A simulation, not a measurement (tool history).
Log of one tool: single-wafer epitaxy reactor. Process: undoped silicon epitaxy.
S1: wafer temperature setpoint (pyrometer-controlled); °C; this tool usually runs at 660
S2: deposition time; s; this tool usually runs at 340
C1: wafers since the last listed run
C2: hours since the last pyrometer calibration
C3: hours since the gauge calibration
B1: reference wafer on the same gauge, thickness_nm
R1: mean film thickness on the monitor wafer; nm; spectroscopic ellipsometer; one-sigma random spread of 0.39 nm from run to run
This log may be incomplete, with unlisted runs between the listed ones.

run 1 hour=0.0 | S1=660 S2=340 | C1=0 C2=166.1 C3=952.3 | B1=75.445 | R1=77.216
run 2 hour=92.9 | S1=660 S2=340 | C1=739 C2=259.0 C3=1045.2 | B1=75.482 | R1=76.673
run 3 hour=188.4 | S1=660 S2=340 | C1=760 C2=354.5 C3=1140.7 | B1=75.556 | R1=76.043
run 4 hour=249.0 | S1=660 S2=340 | C1=482 C2=415.1 C3=1201.3 | B1=75.372 | R1=76.295
run 5 hour=491.1 | S1=660 S2=340 | C1=1927 C2=657.2 C3=1443.4 | B1=75.494 | R1=75.518
run 6 hour=633.8 | S1=671 S2=340 | C1=1136 C2=799.9 C3=1586.1 | B1=75.577 | R1=96.952
run 7 hour=695.4 | S1=671 S2=340 | C1=490 C2=861.5 C3=1647.7 | B1=75.267 | R1=96.232
run 8 hour=794.4 | S1=660 S2=340 | C1=788 C2=960.5 C3=1746.7 | B1=75.493 | R1=74.152
run 9 hour=899.1 | S1=660 S2=340 | C1=833 C2=1065.2 C3=1851.4 | B1=75.584 | R1=75.175
run 10 hour=960.6 | S1=660 S2=340 | C1=489 C2=1126.7 C3=1912.9 | B1=75.476 | R1=74.931
run 11 hour=998.7 | S1=660 S2=340 | C1=303 C2=1164.8 C3=1951.0 | B1=75.451 | R1=74.932
-- hour=1036.4 pyrometer calibrated
run 12 hour=1097.2 | S1=660 S2=340 | C1=720 C2=60.8 C3=2049.5 | B1=75.450 | R1=78.057
run 13 hour=1191.2 | S1=660 S2=340 | C1=748 C2=154.8 C3=2143.5 | B1=75.529 | R1=77.808
run 14 hour=1261.2 | S1=660 S2=391 | C1=557 C2=224.8 C3=2213.5 | B1=75.447 | R1=87.706
-- hour=1268.8 gauge calibrated
run 15 hour=1511.5 | S1=660 S2=376 | C1=1992 C2=475.1 C3=242.7 | B1=75.562 | R1=84.050

Estimate the outcome of run 16 from the log above:
run 16 hour=1599.4 | S1=660 S2=340 | C1=699 C2=563.0 C3=330.6 | B1=? | R1=?

{"run 16": {"B1": 75.534, "R1": 76.007}}
The same run, on a tool lacking any hidden state, would have yielded R1 77.769 nm.

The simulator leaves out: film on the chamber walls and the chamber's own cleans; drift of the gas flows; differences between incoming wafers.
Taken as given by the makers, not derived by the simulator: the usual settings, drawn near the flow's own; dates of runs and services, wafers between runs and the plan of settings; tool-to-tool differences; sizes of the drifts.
